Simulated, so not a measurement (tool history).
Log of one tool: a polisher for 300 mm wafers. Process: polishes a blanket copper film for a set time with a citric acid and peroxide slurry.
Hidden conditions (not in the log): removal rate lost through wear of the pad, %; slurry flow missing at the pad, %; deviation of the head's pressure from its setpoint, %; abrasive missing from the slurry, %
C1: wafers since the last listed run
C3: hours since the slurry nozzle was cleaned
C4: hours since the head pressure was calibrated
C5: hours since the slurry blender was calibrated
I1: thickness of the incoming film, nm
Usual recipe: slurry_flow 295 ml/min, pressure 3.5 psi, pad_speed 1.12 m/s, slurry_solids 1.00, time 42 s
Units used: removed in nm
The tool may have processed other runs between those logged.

{"run": 1, "hour": 0.0, "slurry_flow": 295, "pressure": 3.5, "pad_speed": 1.12, "slurry_solids": 1.0, "time": 42, "C1": 0, "wafers polished on this pad": 3737, "C3": 7.4, "C4": 455.1, "C5": 212.8, "I1": 1266.4, "removed": 105.4}
{"hour": 15.5, "done": "head pressure recalibrated"}
{"run": 2, "hour": 29.3, "slurry_flow": 295, "pressure": 3.5, "pad_speed": 1.12, "slurry_solids": 1.0, "time": 42, "C1": 350, "wafers polished on this pad": 4087, "C3": 36.7, "C4": 13.8, "C5": 242.1, "I1": 1256.3, "removed": 104.3}
{"run": 3, "hour": 87.5, "slurry_flow": 295, "pressure": 3.5, "pad_speed": 1.12, "slurry_solids": 1.0, "time": 42, "C1": 746, "wafers polished on this pad": 4834, "C3": 94.9, "C4": 72.0, "C5": 300.3, "I1": 1272.1, "removed": 104.1}
{"hour": 136.2, "done": "worn pad replaced by a new one"}
{"run": 4, "hour": 138.8, "slurry_flow": 295, "pressure": 3.5, "pad_speed": 1.12, "slurry_solids": 1.0, "time": 42, "C1": 606, "wafers polished on this pad": 33, "C3": 146.2, "C4": 123.3, "C5": 351.6, "I1": 1269.5, "removed": 108.5}
{"run": 5, "hour": 170.9, "slurry_flow": 390, "pressure": 4.0, "pad_speed": 1.12, "slurry_solids": 0.9, "time": 42, "C1": 411, "wafers polished on this pad": 444, "C3": 178.3, "C4": 155.4, "C5": 383.7, "I1": 1250.2, "removed": 123.5}
{"run": 6, "hour": 222.9, "slurry_flow": 355, "pressure": 3.5, "pad_speed": 0.82, "slurry_solids": 1.0, "time": 42, "C1": 667, "wafers polished on this pad": 1112, "C3": 230.3, "C4": 207.4, "C5": 435.7, "I1": 1277.1, "removed": 78.5}
{"run": 7, "hour": 291.3, "slurry_flow": 295, "pressure": 3.5, "pad_speed": 1.12, "slurry_solids": 1.1, "time": 42, "C1": 877, "wafers polished on this pad": 1989, "C3": 298.7, "C4": 275.8, "C5": 504.1, "I1": 1279.1, "removed": 105.4}
{"hour": 305.9, "done": "slurry blender recalibrated"}
{"run": 8, "hour": 320.8, "slurry_flow": 295, "pressure": 3.5, "pad_speed": 1.12, "slurry_solids": 1.25, "time": 42, "C1": 352, "wafers polished on this pad": 2342, "C3": 328.2, "C4": 305.3, "C5": 14.9, "I1": 1241.5, "removed": 107.6}
{"run": 9, "hour": 360.8, "slurry_flow": 295, "pressure": 3.5, "pad_speed": 1.12, "slurry_solids": 1.0, "time": 42, "C1": 513, "wafers polished on this pad": 2855, "C3": 368.2, "C4": 345.3, "C5": 54.9, "I1": 1268.8, "removed": 104.1}
{"run": 10, "hour": 400.7, "slurry_flow": 375, "pressure": 3.0, "pad_speed": 1.12, "slurry_solids": 1.25, "time": 38, "C1": 511, "wafers polished on this pad": 3367, "C3": 408.1, "C4": 385.2, "C5": 94.8, "I1": 1256.3, "removed": 83.1}
{"run": 11, "hour": 447.3, "slurry_flow": 385, "pressure": 3.5, "pad_speed": 1.12, "slurry_solids": 1.15, "time": 36, "C1": 597, "wafers polished on this pad": 3965, "C3": 454.7, "C4": 431.8, "C5": 141.4, "I1": 1252.5, "removed": 90.9}
{"run": 12, "hour": 492.0, "slurry_flow": 295, "pressure": 3.1, "pad_speed": 1.12, "slurry_solids": 1.0, "time": 42, "C1": 573, "wafers polished on this pad": 4538, "C3": 499.4, "C4": 476.5, "C5": 186.1, "I1": 1261.5, "removed": 89.4}
{"hour": 543.5, "done": "slurry nozzle cleaned"}
{"hour": 546.7, "done": "head pressure recalibrated"}
{"run": 13, "hour": 557.8, "slurry_flow": 365, "pressure": 3.5, "pad_speed": 1.12, "slurry_solids": 1.25, "time": 35, "C1": 805, "wafers polished on this pad": 5344, "C3": 14.3, "C4": 11.1, "C5": 251.9, "I1": 1250.4, "removed": 89.8}
{"hour": 621.3, "done": "worn pad replaced by a new one"}
{"run": 14, "hour": 621.8, "slurry_flow": 295, "pressure": 4.2, "pad_speed": 1.0, "slurry_solids": 1.3, "time": 42, "C1": 769, "wafers polished on this pad": 6, "C3": 78.3, "C4": 75.1, "C5": 315.9, "I1": 1272.2, "removed": 120.3}
{"run": 15, "hour": 642.6, "slurry_flow": 295, "pressure": 4.7, "pad_speed": 1.12, "slurry_solids": 0.75, "time": 35, "C1": 266, "wafers polished on this pad": 273, "C3": 99.1, "C4": 95.9, "C5": 336.7, "I1": 1263.2, "removed": 114.9}
{"run": 16, "hour": 681.7, "slurry_flow": 295, "pressure": 3.5, "pad_speed": 1.12, "slurry_solids": 1.0, "time": 42, "C1": 501, "wafers polished on this pad": 774, "C3": 138.2, "C4": 135.0, "C5": 375.8, "I1": 1256.7, "removed": 107.6}
{"run": 17, "hour": 735.7, "slurry_flow": 295, "pressure": 3.5, "pad_speed": 0.74, "slurry_solids": 0.8, "time": 42, "C1": 692, "wafers polished on this pad": 1467, "C3": 192.2, "C4": 189.0, "C5": 429.8, "I1": 1277.6, "removed": 69.1}
{"run": 18, "hour": 774.8, "slurry_flow": 295, "pressure": 3.5, "pad_speed": 0.74, "slurry_solids": 1.0, "time": 37, "C1": 501, "wafers polished on this pad": 1969, "C3": 231.3, "C4": 228.1, "C5": 468.9, "I1": 1249.3, "removed": 62.1}
{"hour": 778.8, "done": "slurry blender recalibrated"}
{"run": 19, "hour": 835.3, "slurry_flow": 295, "pressure": 3.5, "pad_speed": 1.12, "slurry_solids": 1.0, "time": 42, "C1": 750, "wafers polished on this pad": 2719, "C3": 291.8, "C4": 288.6, "C5": 56.5, "I1": 1254.4, "removed": 103.9}
{"run": 20, "hour": 879.1, "slurry_flow": 335, "pressure": 2.8, "pad_speed": 0.84, "slurry_solids": 1.0, "time": 42, "C1": 561, "wafers polished on this pad": 3281, "C3": 335.6, "C4": 332.4, "C5": 100.3, "I1": 1267.9, "removed": 63.7}
{"run": 21, "hour": 916.4, "slurry_flow": 295, "pressure": 3.5, "pad_speed": 1.12, "slurry_solids": 1.0, "time": 42, "C1": 478, "wafers polished on this pad": 3760, "C3": 372.9, "C4": 369.7, "C5": 137.6, "I1": 1257.8, "removed": 103.4}
{"hour": 1070.0, "done": "head pressure recalibrated"}
{"run": 22, "hour": 1071.8, "slurry_flow": 350, "pressure": 3.5, "pad_speed": 1.12, "slurry_solids": 1.0, "time": 42, "C1": 1968, "wafers polished on this pad": 5728, "C3": 528.3, "C4": 1.8, "C5": 293.0, "I1": 1247.3, "removed": 101.3}
{"hour": 1103.9, "done": "slurry nozzle cleaned"}
{"run": 23, "hour": 1142.3, "slurry_flow": 265, "pressure": 4.3, "pad_speed": 1.12, "slurry_solids": 1.0, "time": 42, "C1": 891, "wafers polished on this pad": 6620, "C3": 38.4, "C4": 72.3, "C5": 363.5, "I1": 1274.7, "removed": 121.4}
{"hour": 1161.0, "done": "worn pad replaced by a new one"}
{"run": 24, "hour": 1204.5, "slurry_flow": 220, "pressure": 4.6, "pad_speed": 1.12, "slurry_solids": 1.0, "time": 42, "C1": 746, "wafers polished on this pad": 558, "C3": 100.6, "C4": 134.5, "C5": 425.7, "I1": 1283.0, "removed": 134.5}
{"hour": 1210.0, "done": "slurry blender recalibrated"}
{"run": 25, "hour": 1230.6, "slurry_flow": 295, "pressure": 2.6, "pad_speed": 1.12, "slurry_solids": 1.1, "time": 47, "C1": 309, "wafers polished on this pad": 867, "C3": 126.7, "C4": 160.6, "C5": 20.6, "I1": 1252.3, "removed": 92.3}
{"run": 26, "hour": 1282.6, "slurry_flow": 385, "pressure": 4.7, "pad_speed": 1.3, "slurry_solids": 1.1, "time": 42, "C1": 667, "wafers polished on this pad": 1534, "C3": 178.7, "C4": 212.6, "C5": 72.6, "I1": 1250.3, "removed": 167.2}
{"run": 27, "hour": 1351.3, "slurry_flow": 295, "pressure": 4.6, "pad_speed": 1.12, "slurry_solids": 1.0, "time": 55, "C1": 881, "wafers polished on this pad": 2415, "C3": 247.4, "C4": 281.3, "C5": 141.3, "I1": 1245.0, "removed": 175.8}
{"run": 28, "hour": 1381.3, "slurry_flow": 295, "pressure": 3.5, "pad_speed": 0.9, "slurry_solids": 1.0, "time": 42, "C1": 384, "wafers polished on this pad": 2800, "C3": 277.4, "C4": 311.3, "C5": 171.3, "I1": 1242.3, "removed": 83.2}

The next listed run, before its measurement:
{"run": 29, "hour": 1430.2, "slurry_flow": 295, "pressure": 3.5, "pad_speed": 1.12, "slurry_solids": 1.0, "time": 42, "C1": 627, "wafers polished on this pad": 3428, "C3": 326.3, "C4": 360.2, "C5": 220.2, "I1": 1262.6, "removed": "?"}

Run 29 came out at removed 102.2 nm.
With no hidden state in the tool, this same run would have given removed 110.2 nm.
